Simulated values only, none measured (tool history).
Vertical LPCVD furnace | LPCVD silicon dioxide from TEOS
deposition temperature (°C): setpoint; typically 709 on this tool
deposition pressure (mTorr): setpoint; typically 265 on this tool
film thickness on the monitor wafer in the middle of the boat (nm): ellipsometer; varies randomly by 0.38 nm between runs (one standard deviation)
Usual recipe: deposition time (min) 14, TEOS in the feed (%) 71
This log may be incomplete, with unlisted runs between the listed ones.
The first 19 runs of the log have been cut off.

run      day  deposition temperature (°C)  deposition pressure (mTorr)  deposition time (min)  TEOS in the feed (%)  read-back reference wafer on the same gauge, thickness  film thickness on the monitor wafer in the middle of the boat (nm)
 20   66.492                          709                          265                     19                    71                                                   98.03                                                              164.13
 21     70.3                          698                          215                   18.5                    71                                                   98.06                                                              112.43
 22   71.879                          709                          265                     10                    71                                                   97.85                                                               86.53
 23   73.488                          709                          265                     11                    81                                                   98.01                                                              102.07
 24   77.058                          709                          265                     14                    71                                                   97.97                                                              121.69
      82.171  -- thermocouples replaced and temperature profile calibrated
 25   82.908                          715                          220                     14                    71                                                   97.97                                                              122.03
 26   84.838                          709                          265                     14                    71                                                      98                                                              117.14
 27   86.696                          709                          265                     14                    71                                                   98.08                                                              117.05
 28   89.871                          709                          325                     18                    67                                                   98.08                                                              164.16
 29   91.671                          709                          265                     14                    71                                                   97.86                                                              118.19
 30   94.888                          709                          330                     14                    71                                                   97.98                                                              132.27
 31   99.225                          715                          265                     14                    71                                                   97.93                                                              136.08
 32  103.612                          717                          265                     14                    71                                                   97.94                                                              142.86

Here are 3 independent what-if runs from the current tool condition. What would each one return?
  A  103.8                          709                          265                     14                    71                                                       ?                                                                   ?
  B  103.8                          715                          265                      9                    71                                                       ?                                                                   ?
  C  103.8                          709                          290                   19.5                    71                                                       ?                                                                   ?

run  read-back reference wafer on the same gauge, thickness  film thickness on the monitor wafer in the middle of the boat (nm)
  A                                                   97.92                                                              119.14
  B                                                   97.92                                                               87.73
  C                                                   97.92                                                              173.66
Without the tool's hidden state the same runs would have given:
run  film thickness on the monitor wafer in the middle of the boat (nm)
  A                                                              116.18
  B                                                               85.58
  C                                                              169.28
